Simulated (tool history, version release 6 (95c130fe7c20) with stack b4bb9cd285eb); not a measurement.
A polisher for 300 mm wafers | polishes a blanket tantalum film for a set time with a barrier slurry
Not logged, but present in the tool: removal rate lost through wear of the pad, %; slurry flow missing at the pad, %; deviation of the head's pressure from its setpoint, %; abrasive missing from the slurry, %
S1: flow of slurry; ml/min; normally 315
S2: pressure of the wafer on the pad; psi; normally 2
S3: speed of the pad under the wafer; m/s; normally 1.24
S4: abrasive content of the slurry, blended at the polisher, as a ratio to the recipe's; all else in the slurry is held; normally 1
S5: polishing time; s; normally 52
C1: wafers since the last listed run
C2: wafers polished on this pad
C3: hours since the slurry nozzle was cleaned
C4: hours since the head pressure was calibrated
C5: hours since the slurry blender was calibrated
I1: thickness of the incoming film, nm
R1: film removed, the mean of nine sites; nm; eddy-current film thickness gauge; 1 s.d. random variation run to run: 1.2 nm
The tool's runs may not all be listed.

Run 1, hour 0: usual settings but S3 1.42 m/s; C1 0; C2 138; C3 377; C4 426.3; C5 188.1; I1 297.1. Result: R1 133.3 nm.
Run 2, hour 14.2: usual settings but S3 1.42 m/s; C1 130; C2 269; C3 391.2; C4 440.5; C5 202.3; I1 302. Result: R1 132.9 nm.
Run 3, hour 24.5: usual settings; C1 94; C2 364; C3 401.5; C4 450.8; C5 212.6; I1 301.2. Result: R1 113.8 nm.
Run 4, hour 31.4: usual settings but S2 1.6 psi; C1 63; C2 427; C3 408.4; C4 457.7; C5 219.5; I1 301.5. Result: R1 91 nm.
At hour 39.6: worn pad replaced by a new one.
Run 5, hour 42.8: usual settings but S2 1.6 psi; C1 68; C2 29; C3 419.8; C4 469.1; C5 230.9; I1 297.1. Result: R1 82.5 nm.
Run 6, hour 55: usual settings but S2 1.6 psi; C1 112; C2 142; C3 432; C4 481.3; C5 243.1; I1 301.5. Result: R1 83.8 nm.
Run 7, hour 68.1: usual settings but S1 380 ml/min; C1 120; C2 262; C3 445.1; C4 494.4; C5 256.2; I1 300.3. Result: R1 106.2 nm.
Run 8, hour 74.4: usual settings but S1 380 ml/min; C1 57; C2 320; C3 451.4; C4 500.7; C5 262.5; I1 297.9. Result: R1 105.6 nm.
At hour 77: slurry nozzle cleaned.
At hour 85.5: worn pad replaced by a new one, repeated, since the last time left the tool worse.
Run 9, hour 86: usual settings; C1 60; C2 4; C3 9; C4 512.3; C5 274.1; I1 304.8. Result: R1 117.8 nm.
Run 10, hour 90.3: usual settings but S5 59 s; C1 39; C2 44; C3 13.3; C4 516.6; C5 278.4; I1 299.6. Result: R1 133.4 nm.
Run 11, hour 98: usual settings but S5 59 s; C1 70; C2 114; C3 21; C4 524.3; C5 286.1; I1 299.5. Result: R1 132.4 nm.
Run 12, hour 112.9: usual settings; C1 137; C2 251; C3 35.9; C4 539.2; C5 301; I1 298.7. Result: R1 116.9 nm.
Run 13, hour 127.3: usual settings but S2 1.7 psi, S3 1.1 m/s; C1 132; C2 384; C3 50.3; C4 553.6; C5 315.4; I1 298.1. Result: R1 85.5 nm.
At hour 131.1: head pressure recalibrated.
Run 14, hour 134.1: usual settings; C1 44; C2 428; C3 57.1; C4 3; C5 322.2; I1 302. Result: R1 113.5 nm.
At hour 138.5: worn pad replaced by a new one.
Run 15, hour 141.3: usual settings but S3 1 m/s, S5 58 s; C1 29; C2 25; C3 64.3; C4 10.2; C5 329.4; I1 295.4. Result: R1 106.6 nm.
Run 16, hour 150.8: usual settings; C1 87; C2 112; C3 73.8; C4 19.7; C5 338.9; I1 304.7. Result: R1 117.8 nm.
Run 17, hour 165.8: usual settings but S1 345 ml/min, S2 2.5 psi, S3 1.44 m/s, S4 0.75; C1 137; C2 250; C3 88.8; C4 34.7; C5 353.9; I1 304.8. Result: R1 154.6 nm.
Run 18, hour 180.4: usual settings but S2 2.4 psi, S3 1.6 m/s; C1 134; C2 385; C3 103.4; C4 49.3; C5 368.5; I1 303.9. Result: R1 178.6 nm.
At hour 188.2: slurry blender recalibrated.
At hour 191.6: worn pad replaced by a new one.
Run 19, hour 192.1: usual settings but S2 2.2 psi, S4 0.8, S5 63 s; C1 58; C2 4; C3 115.1; C4 61; C5 3.9; I1 295. Result: R1 143 nm.
Run 20, hour 205.8: usual settings but S5 68 s; C1 125; C2 130; C3 128.8; C4 74.7; C5 17.6; I1 300.2. Result: R1 151.6 nm.
Run 21, hour 212.7: usual settings but S1 395 ml/min, S2 1.4 psi, S5 62 s; C1 63; C2 194; C3 135.7; C4 81.6; C5 24.5; I1 298.7. Result: R1 97.2 nm.
Run 22, hour 222.7: usual settings but S4 1.2; C1 91; C2 286; C3 145.7; C4 91.6; C5 34.5; I1 298.9. Result: R1 119.5 nm.
Run 23, hour 230.4: usual settings but S4 0.8; C1 70; C2 357; C3 153.4; C4 99.3; C5 42.2; I1 301.2. Result: R1 105.3 nm.
Run 24, hour 242.2: usual settings; C1 108; C2 465; C3 165.2; C4 111.1; C5 54; I1 297.4. Result: R1 111.4 nm.
Run 25, hour 249.1: usual settings; C1 63; C2 528; C3 172.1; C4 118; C5 60.9; I1 296.4. Result: R1 110.5 nm.

Consider 3 possible next runs. They are alternatives, not a sequence: every one starts from the tool as it was left by run 25. What does each give?
Run A, hour 249.5: usual settings but S2 1.3 psi; C1 3; C2 532; C3 172.5; C4 118.4; C5 61.3; I1 301.9. Result: R1 ?.
Run B, hour 249.5: usual settings but S3 0.88 m/s, S4 1.15; C1 3; C2 532; C3 172.5; C4 118.4; C5 61.3; I1 301.9. Result: R1 ?.
Run C, hour 249.5: usual settings but S1 370 ml/min, S3 1.6 m/s; C1 3; C2 532; C3 172.5; C4 118.4; C5 61.3; I1 301.9. Result: R1 ?.

run     R1
  A   71.4
  B   81.3
  C  143.3
What these runs would have given with no unlogged condition in the tool:
run     R1
  A   77.4
  B     88
  C  155.2
